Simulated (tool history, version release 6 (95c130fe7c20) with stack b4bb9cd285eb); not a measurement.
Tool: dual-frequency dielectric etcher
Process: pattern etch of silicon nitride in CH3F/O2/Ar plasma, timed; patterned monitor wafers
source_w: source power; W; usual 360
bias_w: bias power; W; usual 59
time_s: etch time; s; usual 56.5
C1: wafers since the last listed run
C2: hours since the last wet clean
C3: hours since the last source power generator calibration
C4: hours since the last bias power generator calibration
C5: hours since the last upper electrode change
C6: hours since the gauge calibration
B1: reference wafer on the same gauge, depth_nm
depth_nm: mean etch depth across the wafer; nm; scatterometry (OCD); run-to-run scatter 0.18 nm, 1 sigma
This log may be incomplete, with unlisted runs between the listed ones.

run 1 hour=0 | source_w=360 bias_w=59 time_s=56.5 | C1=0 C2=503.3 C3=2014.9 C4=4159.9 C5=3122.1 C6=226.9 | B1=33.18 | depth_nm=36.33
run 2 hour=11.6 | source_w=360 bias_w=59 time_s=56.5 | C1=202 C2=514.9 C3=2026.5 C4=4171.5 C5=3133.7 C6=238.5 | B1=33.15 | depth_nm=35.96
run 3 hour=19.8 | source_w=360 bias_w=59 time_s=56.5 | C1=143 C2=523.1 C3=2034.7 C4=4179.7 C5=3141.9 C6=246.7 | B1=33.2 | depth_nm=35.88
run 4 hour=31.7 | source_w=360 bias_w=59 time_s=56.5 | C1=207 C2=535 C3=2046.6 C4=4191.6 C5=3153.8 C6=258.6 | B1=33.25 | depth_nm=35.61
-- hour=62.2 wet clean of the chamber
run 5 hour=62.7 | source_w=360 bias_w=59 time_s=56.5 | C1=122 C2=0.5 C3=2077.6 C4=4222.6 C5=3184.8 C6=289.6 | B1=33.29 | depth_nm=35.99
run 6 hour=63 | source_w=360 bias_w=59 time_s=56.5 | C1=5 C2=0.8 C3=2077.9 C4=4222.9 C5=3185.1 C6=289.9 | B1=33.2 | depth_nm=35.87
run 7 hour=63.4 | source_w=360 bias_w=59 time_s=56.5 | C1=6 C2=1.2 C3=2078.3 C4=4223.3 C5=3185.5 C6=290.3 | B1=33.18 | depth_nm=36.33
run 8 hour=88.9 | source_w=360 bias_w=59 time_s=56.5 | C1=444 C2=26.7 C3=2103.8 C4=4248.8 C5=3211 C6=315.8 | B1=33.21 | depth_nm=35.83
run 9 hour=103 | source_w=340 bias_w=59 time_s=56.5 | C1=245 C2=40.8 C3=2117.9 C4=4262.9 C5=3225.1 C6=329.9 | B1=33.15 | depth_nm=35.06
-- hour=109.8 bias power generator calibrated
run 10 hour=120.1 | source_w=340 bias_w=59 time_s=56.5 | C1=228 C2=57.9 C3=2135 C4=10.3 C5=3242.2 C6=347 | B1=33.22 | depth_nm=35.12
run 11 hour=127.1 | source_w=340 bias_w=59 time_s=56.5 | C1=122 C2=64.9 C3=2142 C4=17.3 C5=3249.2 C6=354 | B1=33.22 | depth_nm=34.87
run 12 hour=143.8 | source_w=400 bias_w=53 time_s=56.5 | C1=291 C2=81.6 C3=2158.7 C4=34 C5=3265.9 C6=370.7 | B1=33.11 | depth_nm=36.15
-- hour=155 gauge calibrated
run 13 hour=158.4 | source_w=360 bias_w=59 time_s=56.5 | C1=254 C2=96.2 C3=2173.3 C4=48.6 C5=3280.5 C6=3.4 | B1=33.13 | depth_nm=36.1
run 14 hour=169.2 | source_w=440 bias_w=59 time_s=56.5 | C1=188 C2=107 C3=2184.1 C4=59.4 C5=3291.3 C6=14.2 | B1=33.19 | depth_nm=38.49
run 15 hour=184 | source_w=360 bias_w=59 time_s=42 | C1=258 C2=121.8 C3=2198.9 C4=74.2 C5=3306.1 C6=29 | B1=33.17 | depth_nm=26.68
run 16 hour=196.4 | source_w=290 bias_w=50 time_s=45.5 | C1=216 C2=134.2 C3=2211.3 C4=86.6 C5=3318.5 C6=41.4 | B1=33.21 | depth_nm=24.91
run 17 hour=208.2 | source_w=360 bias_w=59 time_s=56.5 | C1=205 C2=146 C3=2223.1 C4=98.4 C5=3330.3 C6=53.2 | B1=33.24 | depth_nm=36.1
-- hour=231.5 source power generator calibrated
-- hour=243.6 upper electrode replaced
run 18 hour=244.1 | source_w=360 bias_w=47 time_s=56.5 | C1=346 C2=181.9 C3=12.6 C4=134.3 C5=0.5 C6=89.1 | B1=33.21 | depth_nm=32.99
run 19 hour=244.4 | source_w=360 bias_w=59 time_s=56.5 | C1=5 C2=182.2 C3=12.9 C4=134.6 C5=0.8 C6=89.4 | B1=33.18 | depth_nm=35.63
run 20 hour=249.5 | source_w=340 bias_w=59 time_s=56.5 | C1=88 C2=187.3 C3=18 C4=139.7 C5=5.9 C6=94.5 | B1=33.16 | depth_nm=35.16
run 21 hour=256.8 | source_w=440 bias_w=69 time_s=49 | C1=127 C2=194.6 C3=25.3 C4=147 C5=13.2 C6=101.8 | B1=33.27 | depth_nm=35.72
run 22 hour=272.6 | source_w=310 bias_w=48 time_s=44.5 | C1=275 C2=210.4 C3=41.1 C4=162.8 C5=29 C6=117.6 | B1=33.26 | depth_nm=24.82
run 23 hour=281.4 | source_w=360 bias_w=59 time_s=56.5 | C1=153 C2=219.2 C3=49.9 C4=171.6 C5=37.8 C6=126.4 | B1=33.24 | depth_nm=35.86
run 24 hour=295.4 | source_w=400 bias_w=51 time_s=56.5 | C1=244 C2=233.2 C3=63.9 C4=185.6 C5=51.8 C6=140.4 | B1=33.23 | depth_nm=34.98
run 25 hour=302.1 | source_w=440 bias_w=68 time_s=66 | C1=116 C2=239.9 C3=70.6 C4=192.3 C5=58.5 C6=147.1 | B1=33.22 | depth_nm=47.79
run 26 hour=315.5 | source_w=310 bias_w=59 time_s=56.5 | C1=233 C2=253.3 C3=84 C4=205.7 C5=71.9 C6=160.5 | B1=33.22 | depth_nm=33.9
run 27 hour=328 | source_w=360 bias_w=71 time_s=56.5 | C1=218 C2=265.8 C3=96.5 C4=218.2 C5=84.4 C6=173 | B1=33.27 | depth_nm=38.61
run 28 hour=340.4 | source_w=360 bias_w=59 time_s=56.5 | C1=216 C2=278.2 C3=108.9 C4=230.6 C5=96.8 C6=185.4 | B1=33.26 | depth_nm=35.71
run 29 hour=346.6 | source_w=400 bias_w=53 time_s=56.5 | C1=108 C2=284.4 C3=115.1 C4=236.8 C5=103 C6=191.6 | B1=33.22 | depth_nm=35.67

How the hidden state differs across the entries between the runs, from the last listed run before each to the first after it:
From run 4 to run 5: wet clean of the chamber (hour 62.2)
  nothing in the hidden state changes from one run to the other
From run 9 to run 10: bias power generator calibrated (hour 109.8)
  nothing in the hidden state changes from one run to the other
From run 12 to run 13: gauge calibrated (hour 155)
  nothing in the hidden state changes from one run to the other
From run 17 to run 18: source power generator calibrated (hour 231.5); upper electrode replaced (hour 243.6)
  nothing in the hidden state changes from one run to the other
